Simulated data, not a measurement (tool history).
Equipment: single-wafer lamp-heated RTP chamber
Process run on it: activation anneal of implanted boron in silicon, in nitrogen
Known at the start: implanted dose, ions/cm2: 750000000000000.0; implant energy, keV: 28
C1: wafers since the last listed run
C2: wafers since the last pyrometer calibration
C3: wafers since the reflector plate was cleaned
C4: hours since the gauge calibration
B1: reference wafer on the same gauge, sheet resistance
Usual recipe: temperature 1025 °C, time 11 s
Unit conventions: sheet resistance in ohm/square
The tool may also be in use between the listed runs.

{"run": 1, "day": 0.0, "temperature": 1015, "time": 6, "C1": 0, "C2": 2482, "C3": 961, "C4": 318.7, "B1": 141.2, "sheet resistance": 141.93}
{"run": 2, "day": 1.0, "temperature": 1025, "time": 11, "C1": 427, "C2": 2909, "C3": 1389, "C4": 342.7, "B1": 140.93, "sheet resistance": 139.7}
{"day": 1.833, "done": "pyrometer window cleaned and pyrometer calibrated"}
{"run": 3, "day": 2.379, "temperature": 1025, "time": 11, "C1": 447, "C2": 234, "C3": 1836, "C4": 375.8, "B1": 140.9, "sheet resistance": 140.13}
{"run": 4, "day": 3.442, "temperature": 1025, "time": 11, "C1": 454, "C2": 688, "C3": 2290, "C4": 401.3, "B1": 140.91, "sheet resistance": 139.62}
{"run": 5, "day": 3.946, "temperature": 1025, "time": 11, "C1": 215, "C2": 904, "C3": 2506, "C4": 413.4, "B1": 141.04, "sheet resistance": 139.49}
{"run": 6, "day": 4.45, "temperature": 1025, "time": 11, "C1": 215, "C2": 1119, "C3": 2722, "C4": 425.5, "B1": 140.96, "sheet resistance": 140.48}
{"run": 7, "day": 5.938, "temperature": 1025, "time": 11, "C1": 636, "C2": 1756, "C3": 3358, "C4": 461.2, "B1": 141.02, "sheet resistance": 140.05}
{"run": 8, "day": 6.538, "temperature": 1025, "time": 11, "C1": 256, "C2": 2012, "C3": 3615, "C4": 475.6, "B1": 141.04, "sheet resistance": 140.09}
{"run": 9, "day": 7.108, "temperature": 1002, "time": 16, "C1": 244, "C2": 2256, "C3": 3859, "C4": 489.3, "B1": 141.13, "sheet resistance": 143.51}
{"run": 10, "day": 8.167, "temperature": 1002, "time": 16, "C1": 452, "C2": 2709, "C3": 4312, "C4": 514.7, "B1": 141.08, "sheet resistance": 142.85}
{"day": 8.642, "done": "pyrometer window cleaned and pyrometer calibrated"}
{"run": 11, "day": 8.696, "temperature": 1025, "time": 7, "C1": 83, "C2": 23, "C3": 4395, "C4": 527.4, "B1": 141.09, "sheet resistance": 140.14}
{"run": 12, "day": 9.217, "temperature": 1025, "time": 7, "C1": 222, "C2": 245, "C3": 4618, "C4": 539.9, "B1": 140.91, "sheet resistance": 140.17}
{"run": 13, "day": 10.567, "temperature": 1025, "time": 11, "C1": 577, "C2": 823, "C3": 5195, "C4": 572.3, "B1": 141.02, "sheet resistance": 139.79}
{"run": 14, "day": 11.192, "temperature": 1025, "time": 11, "C1": 267, "C2": 1090, "C3": 5463, "C4": 587.3, "B1": 141.08, "sheet resistance": 140.05}
{"run": 15, "day": 12.225, "temperature": 1025, "time": 11, "C1": 441, "C2": 1532, "C3": 5905, "C4": 612.1, "B1": 141.09, "sheet resistance": 139.38}
{"run": 16, "day": 12.825, "temperature": 1043, "time": 11, "C1": 256, "C2": 1789, "C3": 6161, "C4": 626.5, "B1": 140.93, "sheet resistance": 138.13}
{"run": 17, "day": 14.096, "temperature": 1043, "time": 11, "C1": 543, "C2": 2332, "C3": 6705, "C4": 657, "B1": 141.07, "sheet resistance": 137.92}
{"day": 15.717, "done": "pyrometer window cleaned and pyrometer calibrated"}
{"run": 18, "day": 15.738, "temperature": 1043, "time": 11, "C1": 559, "C2": 9, "C3": 7265, "C4": 696.4, "B1": 141.14, "sheet resistance": 138.63}
{"run": 19, "day": 16.125, "temperature": 1025, "time": 17, "C1": 165, "C2": 174, "C3": 7430, "C4": 705.7, "B1": 140.93, "sheet resistance": 138.66}
{"day": 16.354, "done": "gauge calibrated"}
{"run": 20, "day": 19.346, "temperature": 1025, "time": 11, "C1": 1377, "C2": 1552, "C3": 8808, "C4": 71.8, "B1": 140.78, "sheet resistance": 140.48}
{"run": 21, "day": 20.483, "temperature": 1053, "time": 7, "C1": 486, "C2": 2039, "C3": 9295, "C4": 99.1, "B1": 140.96, "sheet resistance": 138.41}
{"run": 22, "day": 20.983, "temperature": 1048, "time": 5, "C1": 213, "C2": 2253, "C3": 9508, "C4": 111.1, "B1": 140.96, "sheet resistance": 138.76}
{"run": 23, "day": 22.175, "temperature": 1025, "time": 11, "C1": 509, "C2": 2762, "C3": 10018, "C4": 139.7, "B1": 140.98, "sheet resistance": 140.26}
{"day": 23.008, "done": "pyrometer window cleaned and pyrometer calibrated"}
{"run": 24, "day": 23.262, "temperature": 1015, "time": 13, "C1": 322, "C2": 108, "C3": 10341, "C4": 165.8, "B1": 141.04, "sheet resistance": 140.52}
{"run": 25, "day": 24.146, "temperature": 1025, "time": 5, "C1": 377, "C2": 486, "C3": 10718, "C4": 187, "B1": 141.04, "sheet resistance": 140.33}
{"run": 26, "day": 25.196, "temperature": 1025, "time": 11, "C1": 449, "C2": 935, "C3": 11168, "C4": 212.2, "B1": 140.96, "sheet resistance": 139.68}
{"run": 27, "day": 26.442, "temperature": 1025, "time": 14, "C1": 532, "C2": 1468, "C3": 11700, "C4": 242.1, "B1": 140.8, "sheet resistance": 139.78}
{"day": 28.321, "done": "reflector plate cleaned"}
{"run": 28, "day": 28.342, "temperature": 1025, "time": 11, "C1": 670, "C2": 2138, "C3": 9, "C4": 287.7, "B1": 140.77, "sheet resistance": 140.18}
{"run": 29, "day": 29.025, "temperature": 1053, "time": 11, "C1": 292, "C2": 2430, "C3": 301, "C4": 304.1, "B1": 140.95, "sheet resistance": 138.06}
{"day": 30.092, "done": "pyrometer window cleaned and pyrometer calibrated"}
{"run": 30, "day": 30.112, "temperature": 1054, "time": 5, "C1": 322, "C2": 8, "C3": 624, "C4": 330.2, "B1": 140.87, "sheet resistance": 139.04}
{"run": 31, "day": 30.808, "temperature": 1025, "time": 11, "C1": 297, "C2": 306, "C3": 921, "C4": 346.9, "B1": 140.99, "sheet resistance": 139.66}
{"run": 32, "day": 31.725, "temperature": 1053, "time": 11, "C1": 392, "C2": 698, "C3": 1313, "C4": 368.9, "B1": 140.92, "sheet resistance": 137.64}
{"run": 33, "day": 32.292, "temperature": 1005, "time": 7, "C1": 242, "C2": 940, "C3": 1556, "C4": 382.5, "B1": 141.21, "sheet resistance": 144.53}
{"run": 34, "day": 33.179, "temperature": 1002, "time": 5, "C1": 379, "C2": 1320, "C3": 1935, "C4": 403.8, "B1": 140.99, "sheet resistance": 146.51}
{"run": 35, "day": 33.775, "temperature": 1025, "time": 11, "C1": 254, "C2": 1575, "C3": 2190, "C4": 418.1, "B1": 140.81, "sheet resistance": 139.09}
{"run": 36, "day": 34.85, "temperature": 1011, "time": 11, "C1": 459, "C2": 2035, "C3": 2650, "C4": 443.9, "B1": 141.06, "sheet resistance": 141.89}
{"run": 37, "day": 35.433, "temperature": 1040, "time": 13, "C1": 249, "C2": 2284, "C3": 2899, "C4": 457.9, "B1": 141.2, "sheet resistance": 138.14}
{"run": 38, "day": 36.1, "temperature": 1025, "time": 11, "C1": 285, "C2": 2569, "C3": 3185, "C4": 473.9, "B1": 140.91, "sheet resistance": 139.77}

Consider 3 possible next runs. They are alternatives, not a sequence: every one starts from the tool as it was left by run 38. What does each give?
{"run": "A", "day": 36.117, "temperature": 1025, "time": 11, "C1": 7, "C2": 2577, "C3": 3192, "C4": 474.3, "B1": "?", "sheet resistance": "?"}
{"run": "B", "day": 36.117, "temperature": 1004, "time": 15, "C1": 7, "C2": 2577, "C3": 3192, "C4": 474.3, "B1": "?", "sheet resistance": "?"}
{"run": "C", "day": 36.117, "temperature": 1054, "time": 18, "C1": 7, "C2": 2577, "C3": 3192, "C4": 474.3, "B1": "?", "sheet resistance": "?"}

run=A B1=140.99 sheet_resistance=139.34
run=B B1=140.99 sheet_resistance=142.45
run=C B1=140.99 sheet_resistance=136.93
With no hidden state in the tool, these same runs would have given:
run=A sheet_resistance=139.34
run=B sheet_resistance=142.45
run=C sheet_resistance=136.93

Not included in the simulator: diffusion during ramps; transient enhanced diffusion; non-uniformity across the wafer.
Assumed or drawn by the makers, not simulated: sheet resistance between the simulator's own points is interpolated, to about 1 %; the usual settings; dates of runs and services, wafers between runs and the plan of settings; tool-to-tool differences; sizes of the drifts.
